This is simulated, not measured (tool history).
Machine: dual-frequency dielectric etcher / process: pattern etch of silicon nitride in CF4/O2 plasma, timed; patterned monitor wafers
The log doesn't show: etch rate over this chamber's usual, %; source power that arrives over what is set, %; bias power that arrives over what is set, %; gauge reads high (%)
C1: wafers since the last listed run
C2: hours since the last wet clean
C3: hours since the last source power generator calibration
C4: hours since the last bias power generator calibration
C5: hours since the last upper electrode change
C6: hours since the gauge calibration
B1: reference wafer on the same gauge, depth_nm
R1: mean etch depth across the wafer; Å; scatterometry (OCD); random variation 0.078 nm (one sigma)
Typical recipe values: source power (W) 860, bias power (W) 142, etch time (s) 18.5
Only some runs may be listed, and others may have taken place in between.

Run 1, hour 0.0: usual settings; C1 0; C2 199.4; C3 2044.9; C4 4007.9; C5 2178.2; C6 297.6; B1 51.2. Result: R1 511 Å.
Run 2, hour 16.4: usual settings; C1 218; C2 215.8; C3 2061.3; C4 4024.3; C5 2194.6; C6 314.0; B1 51.2. Result: R1 511 Å.
Run 3, hour 41.0: usual settings; C1 327; C2 240.4; C3 2085.9; C4 4048.9; C5 2219.2; C6 338.6; B1 51.2. Result: R1 511 Å.
Run 4, hour 65.1: usual settings but etch time (s) 20.5; C1 321; C2 264.5; C3 2110.0; C4 4073.0; C5 2243.3; C6 362.7; B1 51.2. Result: R1 566 Å.
Run 5, hour 79.7: usual settings but etch time (s) 20.5; C1 194; C2 279.1; C3 2124.6; C4 4087.6; C5 2257.9; C6 377.3; B1 51.2. Result: R1 565 Å.
Run 6, hour 110.7: usual settings but etch time (s) 20.5; C1 413; C2 310.1; C3 2155.6; C4 4118.6; C5 2288.9; C6 408.3; B1 51.2. Result: R1 566 Å.
Run 7, hour 126.9: usual settings; C1 215; C2 326.3; C3 2171.8; C4 4134.8; C5 2305.1; C6 424.5; B1 51.2. Result: R1 511 Å.
Run 8, hour 146.8: usual settings; C1 265; C2 346.2; C3 2191.7; C4 4154.7; C5 2325.0; C6 444.4; B1 51.2. Result: R1 511 Å.
Run 9, hour 180.8: usual settings; C1 453; C2 380.2; C3 2225.7; C4 4188.7; C5 2359.0; C6 478.4; B1 51.2. Result: R1 512 Å.
Run 10, hour 204.9: usual settings but source power (W) 970, etch time (s) 16.5; C1 321; C2 404.3; C3 2249.8; C4 4212.8; C5 2383.1; C6 502.5; B1 51.2. Result: R1 489 Å.
At hour 228.2: gauge calibrated.
Run 11, hour 237.9: usual settings but source power (W) 970, etch time (s) 16.5; C1 439; C2 437.3; C3 2282.8; C4 4245.8; C5 2416.1; C6 9.7; B1 51.2. Result: R1 490 Å.
Run 12, hour 252.9: usual settings; C1 199; C2 452.3; C3 2297.8; C4 4260.8; C5 2431.1; C6 24.7; B1 51.2. Result: R1 512 Å.
Run 13, hour 267.6: usual settings; C1 195; C2 467.0; C3 2312.5; C4 4275.5; C5 2445.8; C6 39.4; B1 51.2. Result: R1 513 Å.
Run 14, hour 282.3: usual settings; C1 195; C2 481.7; C3 2327.2; C4 4290.2; C5 2460.5; C6 54.1; B1 51.2. Result: R1 513 Å.
At hour 313.1: wet clean of the chamber.
Run 15, hour 313.6: usual settings but source power (W) 960, etch time (s) 20.5; C1 97; C2 0.5; C3 2358.5; C4 4321.5; C5 2491.8; C6 85.4; B1 51.2. Result: R1 600 Å.
Run 16, hour 331.2: usual settings but source power (W) 780, bias power (W) 155; C1 234; C2 18.1; C3 2376.1; C4 4339.1; C5 2509.4; C6 103.0; B1 51.2. Result: R1 495 Å.
Run 17, hour 360.6: usual settings but source power (W) 940; C1 391; C2 47.5; C3 2405.5; C4 4368.5; C5 2538.8; C6 132.4; B1 51.2. Result: R1 536 Å.
Run 18, hour 390.0: usual settings but etch time (s) 20.5; C1 391; C2 76.9; C3 2434.9; C4 4397.9; C5 2568.2; C6 161.8; B1 51.2. Result: R1 564 Å.
At hour 416.9: upper electrode replaced.
At hour 417.9: source power generator calibrated.
Run 19, hour 424.6: usual settings but source power (W) 990, bias power (W) 167, etch time (s) 20.0; C1 127; C2 111.5; C3 6.7; C4 4432.5; C5 7.7; C6 196.4; B1 51.2. Result: R1 647 Å.
Run 20, hour 456.5: usual settings but bias power (W) 108; C1 425; C2 143.4; C3 38.6; C4 4464.4; C5 39.6; C6 228.3; B1 51.2. Result: R1 487 Å.
At hour 472.2: bias power generator calibrated.
Run 21, hour 472.7: usual settings but source power (W) 940, bias power (W) 165, etch time (s) 20.0; C1 162; C2 159.6; C3 54.8; C4 0.5; C5 55.8; C6 244.5; B1 51.2. Result: R1 625 Å.
Run 22, hour 493.3: usual settings but source power (W) 650, bias power (W) 120; C1 274; C2 180.2; C3 75.4; C4 21.1; C5 76.4; C6 265.1; B1 51.2. Result: R1 431 Å.
Run 23, hour 510.6: usual settings; C1 230; C2 197.5; C3 92.7; C4 38.4; C5 93.7; C6 282.4; B1 51.2. Result: R1 524 Å.
Run 24, hour 540.8: usual settings but source power (W) 950, etch time (s) 15.5; C1 402; C2 227.7; C3 122.9; C4 68.6; C5 123.9; C6 312.6; B1 51.2. Result: R1 467 Å.
Run 25, hour 573.8: usual settings but source power (W) 1040, bias power (W) 124, etch time (s) 20.5; C1 439; C2 260.7; C3 155.9; C4 101.6; C5 156.9; C6 345.6; B1 51.2. Result: R1 625 Å.
Run 26, hour 605.0: usual settings but bias power (W) 128; C1 415; C2 291.9; C3 187.1; C4 132.8; C5 188.1; C6 376.8; B1 51.2. Result: R1 509 Å.
Run 27, hour 626.0: usual settings but source power (W) 1080, bias power (W) 124; C1 279; C2 312.9; C3 208.1; C4 153.8; C5 209.1; C6 397.8; B1 51.2. Result: R1 578 Å.
Run 28, hour 658.9: usual settings but source power (W) 790, bias power (W) 171, etch time (s) 13.0; C1 438; C2 345.8; C3 241.0; C4 186.7; C5 242.0; C6 430.7; B1 51.2. Result: R1 372 Å.
Run 29, hour 675.5: usual settings; C1 221; C2 362.4; C3 257.6; C4 203.3; C5 258.6; C6 447.3; B1 51.2. Result: R1 523 Å.
Run 30, hour 704.8: usual settings but etch time (s) 17.0; C1 390; C2 391.7; C3 286.9; C4 232.6; C5 287.9; C6 476.6; B1 51.2. Result: R1 481 Å.

For each entry between runs, how does the tool's hidden state at the last listed run before it compare with that at the first listed run after it?
Run 10 -> run 11: gauge calibrated (hour 228.2)
  etch rate over this chamber's usual, %: 0.585 -> 0.642; source power that arrives over what is set, %: -4.69 -> -4.71
  difference, measured minus the result without the unlogged condition, R1: -10 -> -10 Å
Run 14 -> run 15: wet clean of the chamber (hour 313.1)
  etch rate over this chamber's usual, %: 0.718 -> -0.0273; source power that arrives over what is set, %: -4.73 -> -4.74
  difference, measured minus the result without the unlogged condition, R1: -10 -> -17 Å
Run 18 -> run 19: upper electrode replaced (hour 416.9); source power generator calibrated (hour 417.9)
  etch rate over this chamber's usual, %: 0.104 -> 0.164; source power that arrives over what is set, %: -4.77 -> 0.601
  difference, measured minus the result without the unlogged condition, R1: -15 -> +3 Å
Run 20 -> run 21: bias power generator calibrated (hour 472.2)
  etch rate over this chamber's usual, %: 0.219 -> 0.247; source power that arrives over what is set, %: 0.418 -> 0.327
  difference, measured minus the result without the unlogged condition, R1: +2 -> +2 Å
